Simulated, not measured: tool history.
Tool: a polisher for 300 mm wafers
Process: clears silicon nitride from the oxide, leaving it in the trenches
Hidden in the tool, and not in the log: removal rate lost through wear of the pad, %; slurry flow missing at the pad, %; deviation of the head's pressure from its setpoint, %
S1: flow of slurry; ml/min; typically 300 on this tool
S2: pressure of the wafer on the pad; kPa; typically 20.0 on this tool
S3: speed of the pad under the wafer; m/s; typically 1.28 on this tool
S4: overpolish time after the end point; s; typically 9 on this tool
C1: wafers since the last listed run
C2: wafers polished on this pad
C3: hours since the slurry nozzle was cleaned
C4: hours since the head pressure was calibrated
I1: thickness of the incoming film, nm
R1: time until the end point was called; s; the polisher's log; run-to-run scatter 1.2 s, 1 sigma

| run | day | S1 | S2 | S3 | S4 | C1 | C2 | C3 | C4 | I1 | R1 |
|---|---|---|---|---|---|---|---|---|---|---|---|
| 1 | 0.000 | 300 | 20.0 | 1.28 | 13 | 0 | 969 | 107.5 | 1019.1 | 89.9 | 84.7 |
| 2 | 1.325 | 300 | 20.0 | 1.28 | 9 | 249 | 1218 | 139.3 | 1050.9 | 90.1 | 84.3 |
| 3 | 3.933 | 300 | 20.0 | 1.28 | 9 | 490 | 1709 | 201.9 | 1113.5 | 88.8 | 84.3 |
| 4 | 6.696 | 300 | 20.0 | 1.28 | 9 | 519 | 2228 | 268.2 | 1179.8 | 92.0 | 85.7 |
| 5 | 8.358 | 300 | 20.0 | 0.94 | 9 | 312 | 2540 | 308.1 | 1219.7 | 91.9 | 111.6 |
|  | 10.154 | head pressure recalibrated |
| 6 | 10.175 | 300 | 20.0 | 0.94 | 9 | 325 | 2866 | 351.7 | 0.5 | 90.6 | 108.9 |
|  | 10.571 | worn pad replaced by a new one |
| 7 | 11.375 | 270 | 20.0 | 1.28 | 7 | 194 | 150 | 380.5 | 29.3 | 90.8 | 88.0 |
| 8 | 12.521 | 270 | 20.0 | 1.28 | 7 | 215 | 366 | 408.0 | 56.8 | 89.3 | 86.8 |
| 9 | 13.583 | 300 | 20.0 | 1.28 | 9 | 199 | 565 | 433.5 | 82.3 | 89.9 | 86.1 |
| 10 | 16.179 | 300 | 20.0 | 1.28 | 9 | 487 | 1053 | 495.8 | 144.6 | 88.7 | 84.8 |
| 11 | 17.521 | 300 | 20.0 | 1.28 | 9 | 252 | 1305 | 528.0 | 176.8 | 90.3 | 88.6 |
| 12 | 23.108 | 300 | 21.4 | 1.28 | 9 | 1050 | 2356 | 662.1 | 310.9 | 88.4 | 79.9 |
| 13 | 26.054 | 300 | 21.4 | 1.28 | 9 | 553 | 2909 | 732.8 | 381.6 | 90.8 | 83.1 |
|  | 26.558 | worn pad replaced by a new one |
| 14 | 28.700 | 300 | 20.0 | 1.56 | 9 | 465 | 402 | 796.3 | 445.1 | 89.3 | 71.8 |
|  | 30.292 | slurry nozzle cleaned |
| 15 | 31.150 | 300 | 20.0 | 1.56 | 9 | 452 | 855 | 20.6 | 503.9 | 89.0 | 72.9 |
| 16 | 32.712 | 300 | 20.0 | 1.28 | 9 | 293 | 1148 | 58.1 | 541.4 | 90.1 | 91.1 |
| 17 | 34.483 | 300 | 20.0 | 1.28 | 9 | 332 | 1481 | 100.6 | 583.9 | 90.0 | 89.7 |
| 18 | 39.221 | 200 | 20.0 | 1.10 | 9 | 890 | 2372 | 214.3 | 697.6 | 89.8 | 113.9 |
| 19 | 40.554 | 300 | 20.0 | 1.28 | 12 | 250 | 2622 | 246.3 | 729.6 | 91.0 | 92.7 |
| 20 | 41.650 | 300 | 20.0 | 1.10 | 11 | 205 | 2828 | 272.6 | 755.9 | 88.8 | 104.6 |
| 21 | 43.900 | 300 | 24.8 | 1.28 | 5 | 422 | 3251 | 326.6 | 809.9 | 90.3 | 80.4 |
|  | 45.108 | worn pad replaced by a new one |
|  | 45.312 | slurry nozzle cleaned, repeated, since the last time left the tool worse |
| 22 | 46.679 | 255 | 20.0 | 1.28 | 9 | 483 | 287 | 32.8 | 876.6 | 88.5 | 84.2 |
| 23 | 49.500 | 300 | 20.0 | 1.28 | 9 | 530 | 817 | 100.5 | 944.3 | 90.8 | 83.8 |
| 24 | 52.183 | 345 | 20.0 | 1.56 | 4 | 504 | 1322 | 164.9 | 1008.7 | 90.4 | 70.4 |
| 25 | 54.367 | 300 | 20.0 | 1.28 | 13 | 410 | 1732 | 217.3 | 1061.1 | 88.9 | 85.5 |
|  | 54.483 | head pressure recalibrated |
| 26 | 55.950 | 300 | 20.0 | 1.28 | 9 | 281 | 2014 | 255.3 | 35.2 | 91.0 | 86.6 |
| 27 | 60.854 | 300 | 22.8 | 1.14 | 13 | 921 | 2936 | 373.0 | 152.9 | 89.6 | 84.4 |
|  | 61.725 | worn pad replaced by a new one |
| 28 | 63.604 | 250 | 20.0 | 1.28 | 9 | 485 | 352 | 439.0 | 218.9 | 90.6 | 89.9 |
| 29 | 65.388 | 300 | 20.0 | 0.96 | 4 | 335 | 688 | 481.8 | 261.7 | 89.6 | 106.2 |
| 30 | 68.021 | 370 | 20.0 | 1.28 | 9 | 494 | 1183 | 545.0 | 324.9 | 90.0 | 84.7 |
| 31 | 70.804 | 230 | 26.2 | 1.28 | 11 | 523 | 1706 | 611.8 | 391.7 | 89.5 | 72.8 |
| 32 | 72.133 | 300 | 17.9 | 1.48 | 9 | 249 | 1955 | 643.7 | 423.6 | 90.4 | 81.8 |
| 33 | 74.592 | 300 | 20.0 | 1.28 | 7 | 462 | 2417 | 702.7 | 482.6 | 90.4 | 88.7 |
| 34 | 75.750 | 300 | 24.8 | 1.28 | 9 | 217 | 2635 | 730.5 | 510.4 | 88.7 | 73.7 |
| 35 | 77.729 | 300 | 20.0 | 1.14 | 12 | 371 | 3007 | 778.0 | 557.9 | 89.3 | 95.4 |
|  | 78.546 | slurry nozzle cleaned |
| 36 | 79.808 | 240 | 20.0 | 1.00 | 9 | 382 | 3390 | 30.3 | 607.8 | 88.8 | 101.3 |
|  | 80.575 | worn pad replaced by a new one |
| 37 | 81.700 | 300 | 20.0 | 1.28 | 9 | 324 | 211 | 75.7 | 653.2 | 90.0 | 83.5 |

What differs in the tool's unlogged condition from the final listed run ahead of each entry between runs to the first listed run following it?
Logged between run 5 and run 6: head pressure recalibrated (day 10.154)
  slurry flow missing at the pad, %: 14.5 -> 15.6
  measured result minus the result with no hidden state, R1: +1.9 -> +2.0 s
Logged between run 6 and run 7: worn pad replaced by a new one (day 10.571)
  slurry flow missing at the pad, %: 15.6 -> 16.2
  measured result minus the result with no hidden state, R1: +2.0 -> +1.9 s
Logged between run 13 and run 14: worn pad replaced by a new one (day 26.558)
  slurry flow missing at the pad, %: 20.1 -> 20.4
  measured result minus the result with no hidden state, R1: +2.1 -> +1.8 s
Logged between run 14 and run 15: slurry nozzle cleaned (day 30.292)
  slurry flow missing at the pad, %: 20.4 -> 38
  measured result minus the result with no hidden state, R1: +1.8 -> +4.5 s
Logged between run 21 and run 22: worn pad replaced by a new one (day 45.108); slurry nozzle cleaned, repeated, since the last time left the tool worse (day 45.312)
  slurry flow missing at the pad, %: 51.2 -> 3.63
  measured result minus the result with no hidden state, R1: +8.6 -> +0.3 s
Logged between run 25 and run 26: head pressure recalibrated (day 54.483)
  slurry flow missing at the pad, %: 12.8 -> 14.1
  measured result minus the result with no hidden state, R1: +1.3 -> +1.4 s
Logged between run 27 and run 28: worn pad replaced by a new one (day 61.725)
  slurry flow missing at the pad, %: 17 -> 18.2
  measured result minus the result with no hidden state, R1: +1.8 -> +2.4 s
Logged between run 35 and run 36: slurry nozzle cleaned (day 78.546)
  slurry flow missing at the pad, %: 21.4 -> 2.43
  measured result minus the result with no hidden state, R1: +2.5 -> +0.3 s
Logged between run 36 and run 37: worn pad replaced by a new one (day 80.575)
  slurry flow missing at the pad, %: 2.43 -> 5.3
  measured result minus the result with no hidden state, R1: +0.3 -> +0.5 s

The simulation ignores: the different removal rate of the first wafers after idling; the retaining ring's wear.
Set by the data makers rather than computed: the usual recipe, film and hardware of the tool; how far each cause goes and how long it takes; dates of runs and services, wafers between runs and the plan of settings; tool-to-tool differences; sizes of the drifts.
